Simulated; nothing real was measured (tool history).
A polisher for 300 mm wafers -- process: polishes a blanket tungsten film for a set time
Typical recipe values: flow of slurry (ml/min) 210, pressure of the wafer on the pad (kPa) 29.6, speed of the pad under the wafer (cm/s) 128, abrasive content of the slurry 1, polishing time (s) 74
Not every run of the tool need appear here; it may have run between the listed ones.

| run | hour | flow of slurry (ml/min) | pressure of the wafer on the pad (kPa) | speed of the pad under the wafer (cm/s) | abrasive content of the slurry | polishing time (s) | wafers since the last listed run | wafers polished on this pad | hours since the slurry nozzle was cleaned | hours since the head pressure was calibrated | hours since the slurry blender was calibrated | hours since the slurry got fresh peroxide | incoming thickness of the incoming film, nm | film removed (Å) |
|---|---|---|---|---|---|---|---|---|---|---|---|---|---|---|
| 1 | 0 | 255 | 22.1 | 128 | 1 | 74 | 0 | 1745 | 548.7 | 107.7 | 219 | 90.3 | 1445.2 | 4149 |
| 2 | 30.7 | 210 | 29.6 | 128 | 1 | 92 | 253 | 1998 | 579.4 | 138.4 | 249.7 | 121 | 1449 | 6550 |
|  | 42.1 | worn pad replaced by a new one |
|  | 43.1 | slurry blender recalibrated |
| 3 | 44.9 | 255 | 22.1 | 128 | 1 | 74 | 76 | 14 | 593.6 | 152.6 | 1.8 | 135.2 | 1494.1 | 4355 |
| 4 | 62.2 | 210 | 40 | 142 | 1 | 56 | 142 | 157 | 610.9 | 169.9 | 19.1 | 152.5 | 1460.9 | 6761 |
| 5 | 89.1 | 280 | 29.6 | 128 | 0.75 | 51 | 222 | 379 | 637.8 | 196.8 | 46 | 179.4 | 1484.8 | 3798 |
| 6 | 107.6 | 210 | 23.4 | 140 | 1 | 50 | 152 | 532 | 656.3 | 215.3 | 64.5 | 197.9 | 1454.1 | 3432 |
| 7 | 121.4 | 185 | 29.6 | 110 | 0.8 | 99 | 113 | 646 | 670.1 | 229.1 | 78.3 | 211.7 | 1454 | 5952 |
| 8 | 148.2 | 185 | 38.6 | 156 | 1 | 96 | 221 | 867 | 696.9 | 255.9 | 105.1 | 238.5 | 1432.1 | 11716 |
|  | 179.2 | slurry tank refilled with fresh slurry and peroxide |
| 9 | 181.3 | 255 | 40 | 128 | 0.75 | 74 | 264 | 1132 | 730 | 289 | 138.2 | 2.1 | 1449.3 | 7070 |
| 10 | 205.2 | 280 | 29.6 | 128 | 1 | 91 | 197 | 1329 | 753.9 | 312.9 | 162.1 | 26 | 1447.7 | 7149 |
| 11 | 230.1 | 210 | 29.6 | 128 | 1 | 74 | 205 | 1535 | 778.8 | 337.8 | 187 | 50.9 | 1453 | 5551 |
| 12 | 271 | 210 | 36.5 | 128 | 1 | 74 | 337 | 1872 | 819.7 | 378.7 | 227.9 | 91.8 | 1494 | 6597 |
|  | 272.4 | slurry nozzle cleaned |
|  | 287.9 | worn pad replaced by a new one |
| 13 | 288.5 | 210 | 29.6 | 128 | 1 | 74 | 103 | 5 | 16.1 | 396.2 | 245.4 | 109.3 | 1468.4 | 5954 |
| 14 | 304.3 | 210 | 29.6 | 128 | 1.2 | 65 | 130 | 135 | 31.9 | 412 | 261.2 | 125.1 | 1472.1 | 5537 |
| 15 | 328.8 | 210 | 29.6 | 128 | 1 | 87 | 202 | 337 | 56.4 | 436.5 | 285.7 | 149.6 | 1462.5 | 7055 |
|  | 341.4 | slurry blender recalibrated |
| 16 | 345.6 | 210 | 29.6 | 128 | 1 | 74 | 122 | 459 | 73.2 | 453.3 | 4.2 | 166.4 | 1463.7 | 5913 |
| 17 | 376.6 | 170 | 29.6 | 128 | 1 | 74 | 255 | 715 | 104.2 | 484.3 | 35.2 | 197.4 | 1440.9 | 5629 |
| 18 | 402.2 | 210 | 29.6 | 128 | 1 | 87 | 211 | 927 | 129.8 | 509.9 | 60.8 | 223 | 1487.4 | 6813 |
| 19 | 430.6 | 210 | 29.6 | 128 | 1 | 74 | 234 | 1161 | 158.2 | 538.3 | 89.2 | 251.4 | 1450.6 | 5731 |
|  | 432 | slurry tank refilled with fresh slurry and peroxide |
| 20 | 456.8 | 185 | 29.6 | 106 | 1 | 74 | 207 | 1369 | 184.4 | 564.5 | 115.4 | 24.8 | 1470.8 | 4522 |
| 21 | 491 | 185 | 29.6 | 128 | 1 | 89 | 282 | 1651 | 218.6 | 598.7 | 149.6 | 59 | 1490 | 6545 |
| 22 | 526.8 | 210 | 29.6 | 128 | 1 | 74 | 295 | 1947 | 254.4 | 634.5 | 185.4 | 94.8 | 1475.2 | 5240 |
| 23 | 552.4 | 210 | 37.9 | 128 | 0.75 | 97 | 211 | 2158 | 280 | 660.1 | 211 | 120.4 | 1457 | 7793 |
|  | 561.7 | worn pad replaced by a new one |
| 24 | 576.6 | 280 | 29.6 | 148 | 1 | 49 | 166 | 122 | 304.2 | 684.3 | 235.2 | 144.6 | 1468.2 | 4694 |
|  | 592.7 | slurry blender recalibrated |
| 25 | 612.3 | 210 | 29.6 | 128 | 1 | 74 | 278 | 401 | 339.9 | 720 | 19.6 | 180.3 | 1467.7 | 5919 |
| 26 | 645.8 | 235 | 22.8 | 148 | 1 | 84 | 276 | 677 | 373.4 | 753.5 | 53.1 | 213.8 | 1451.2 | 5906 |

What if the next run were any one of these 4? Each begins from the tool's condition after run 26:
| A | 646.2 | 210 | 29.6 | 128 | 1 | 74 | 3 | 680 | 373.8 | 753.9 | 53.5 | 214.2 | 1469.4 | ? |
| B | 646.2 | 210 | 29.6 | 128 | 1 | 67 | 3 | 680 | 373.8 | 753.9 | 53.5 | 214.2 | 1469.4 | ? |
| C | 646.2 | 210 | 29.6 | 128 | 1 | 53 | 3 | 680 | 373.8 | 753.9 | 53.5 | 214.2 | 1469.4 | ? |
| D | 646.2 | 210 | 24.8 | 128 | 1 | 74 | 3 | 680 | 373.8 | 753.9 | 53.5 | 214.2 | 1469.4 | ? |

| run | film removed (Å) |
|---|---|
| A | 5833 |
| B | 5281 |
| C | 4177 |
| D | 4883 |
With no hidden state in the tool, these same runs would have given:
| run | film removed (Å) |
|---|---|
| A | 5955 |
| B | 5391 |
| C | 4265 |
| D | 4985 |

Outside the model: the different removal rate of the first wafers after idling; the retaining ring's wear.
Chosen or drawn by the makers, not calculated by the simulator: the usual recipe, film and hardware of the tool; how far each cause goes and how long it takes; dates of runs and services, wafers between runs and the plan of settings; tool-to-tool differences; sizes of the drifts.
